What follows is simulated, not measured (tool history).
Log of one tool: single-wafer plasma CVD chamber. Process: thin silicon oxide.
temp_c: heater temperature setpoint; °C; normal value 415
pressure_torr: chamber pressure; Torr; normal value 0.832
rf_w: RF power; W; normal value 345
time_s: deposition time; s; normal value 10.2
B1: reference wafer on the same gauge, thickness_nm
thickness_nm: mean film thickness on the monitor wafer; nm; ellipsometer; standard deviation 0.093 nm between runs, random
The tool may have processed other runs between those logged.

{"run": 1, "hour": 0.0, "temp_c": 415, "pressure_torr": 0.733, "rf_w": 345, "time_s": 10.2, "B1": 19.121, "thickness_nm": 17.052}
{"run": 2, "hour": 107.9, "temp_c": 415, "pressure_torr": 0.878, "rf_w": 345, "time_s": 10.2, "B1": 19.091, "thickness_nm": 19.045}
{"run": 3, "hour": 160.0, "temp_c": 415, "pressure_torr": 0.878, "rf_w": 345, "time_s": 10.2, "B1": 19.113, "thickness_nm": 18.973}
{"hour": 231.1, "done": "RF generator calibrated"}
{"run": 4, "hour": 232.5, "temp_c": 415, "pressure_torr": 0.878, "rf_w": 345, "time_s": 10.2, "B1": 19.098, "thickness_nm": 19.667}
{"run": 5, "hour": 300.2, "temp_c": 415, "pressure_torr": 0.832, "rf_w": 345, "time_s": 10.2, "B1": 19.111, "thickness_nm": 18.678}
{"run": 6, "hour": 347.5, "temp_c": 415, "pressure_torr": 0.832, "rf_w": 345, "time_s": 10.2, "B1": 19.068, "thickness_nm": 18.934}
{"run": 7, "hour": 515.9, "temp_c": 415, "pressure_torr": 0.832, "rf_w": 345, "time_s": 10.2, "B1": 19.085, "thickness_nm": 18.758}
{"run": 8, "hour": 570.7, "temp_c": 415, "pressure_torr": 0.832, "rf_w": 345, "time_s": 10.2, "B1": 19.093, "thickness_nm": 18.593}
{"run": 9, "hour": 670.6, "temp_c": 415, "pressure_torr": 0.832, "rf_w": 320, "time_s": 9.3, "B1": 19.088, "thickness_nm": 16.606}
{"run": 10, "hour": 768.9, "temp_c": 415, "pressure_torr": 0.832, "rf_w": 345, "time_s": 9.4, "B1": 19.091, "thickness_nm": 17.232}
{"hour": 803.0, "done": "gauge calibrated"}
{"hour": 807.2, "done": "capacitance manometer re-zeroed and calibrated"}
{"run": 11, "hour": 820.1, "temp_c": 424, "pressure_torr": 0.832, "rf_w": 345, "time_s": 11, "B1": 19.091, "thickness_nm": 20.08}
{"run": 12, "hour": 1044.9, "temp_c": 415, "pressure_torr": 0.832, "rf_w": 395, "time_s": 10.2, "B1": 19.075, "thickness_nm": 19.566}
{"hour": 1100.6, "done": "thermocouple changed; heater temperature recalibrated"}
{"run": 13, "hour": 1101.1, "temp_c": 415, "pressure_torr": 0.72, "rf_w": 400, "time_s": 10.2, "B1": 19.111, "thickness_nm": 17.882}
{"run": 14, "hour": 1163.2, "temp_c": 402, "pressure_torr": 0.832, "rf_w": 345, "time_s": 10.2, "B1": 19.108, "thickness_nm": 18.744}
{"run": 15, "hour": 1209.8, "temp_c": 415, "pressure_torr": 0.832, "rf_w": 345, "time_s": 11.7, "B1": 19.113, "thickness_nm": 21.26}
{"run": 16, "hour": 1250.1, "temp_c": 405, "pressure_torr": 0.832, "rf_w": 345, "time_s": 12, "B1": 19.104, "thickness_nm": 21.958}
{"run": 17, "hour": 1337.3, "temp_c": 415, "pressure_torr": 0.832, "rf_w": 345, "time_s": 10.2, "B1": 19.119, "thickness_nm": 18.39}
{"hour": 1372.6, "done": "showerhead replaced"}
{"run": 18, "hour": 1428.7, "temp_c": 415, "pressure_torr": 0.832, "rf_w": 345, "time_s": 10.2, "B1": 19.11, "thickness_nm": 18.523}
{"hour": 1573.3, "done": "RF generator calibrated"}
{"run": 19, "hour": 1573.8, "temp_c": 415, "pressure_torr": 0.936, "rf_w": 345, "time_s": 11.9, "B1": 19.122, "thickness_nm": 23.558}
{"run": 20, "hour": 1860.0, "temp_c": 415, "pressure_torr": 0.832, "rf_w": 345, "time_s": 10.2, "B1": 19.096, "thickness_nm": 18.705}
{"run": 21, "hour": 1926.2, "temp_c": 409, "pressure_torr": 0.963, "rf_w": 380, "time_s": 8.3, "B1": 19.1, "thickness_nm": 17.016}
{"run": 22, "hour": 1990.6, "temp_c": 415, "pressure_torr": 0.832, "rf_w": 345, "time_s": 10.2, "B1": 19.091, "thickness_nm": 18.624}
{"run": 23, "hour": 2067.8, "temp_c": 415, "pressure_torr": 0.832, "rf_w": 345, "time_s": 10.2, "B1": 19.102, "thickness_nm": 18.531}
{"run": 24, "hour": 2139.8, "temp_c": 406, "pressure_torr": 0.978, "rf_w": 345, "time_s": 10.2, "B1": 19.109, "thickness_nm": 20.288}
{"run": 25, "hour": 2187.3, "temp_c": 421, "pressure_torr": 0.687, "rf_w": 295, "time_s": 10.2, "B1": 19.088, "thickness_nm": 15.611}
{"run": 26, "hour": 2253.4, "temp_c": 408, "pressure_torr": 0.832, "rf_w": 310, "time_s": 10.2, "B1": 19.093, "thickness_nm": 17.843}
{"run": 27, "hour": 2355.7, "temp_c": 415, "pressure_torr": 1.031, "rf_w": 290, "time_s": 12.2, "B1": 19.104, "thickness_nm": 23.23}
{"run": 28, "hour": 2426.0, "temp_c": 415, "pressure_torr": 0.832, "rf_w": 345, "time_s": 10.2, "B1": 19.111, "thickness_nm": 18.392}

Hidden state or all else? Some run-to-run changes of thickness_nm, split into what the settings, what came in and random variation would give without the hidden state, and what is left for the hidden state (with any gauge scatter that isn't in both results):
Hidden conditions of the tool in this case: wafer temperature above the value expected at the setpoint (K); delivered RF power above the setpoint (%); true pressure above the setpoint (%); gauge reads high (%).
Run 3 -> 4: RF generator calibrated. thickness_nm +0.694 nm: hidden state +0.6, all else +0.094.
Run 18 -> 19: pressure_torr 0.832 -> 0.936, time_s 10.2 -> 11.9, RF generator calibrated. thickness_nm +5.035 nm: hidden state +0.545, all else +4.49.
Run 26 -> 27: temp_c 408 -> 415, pressure_torr 0.832 -> 1.031, rf_w 310 -> 290, time_s 10.2 -> 12.2. thickness_nm +5.387 nm: hidden state -0.206, all else +5.593.
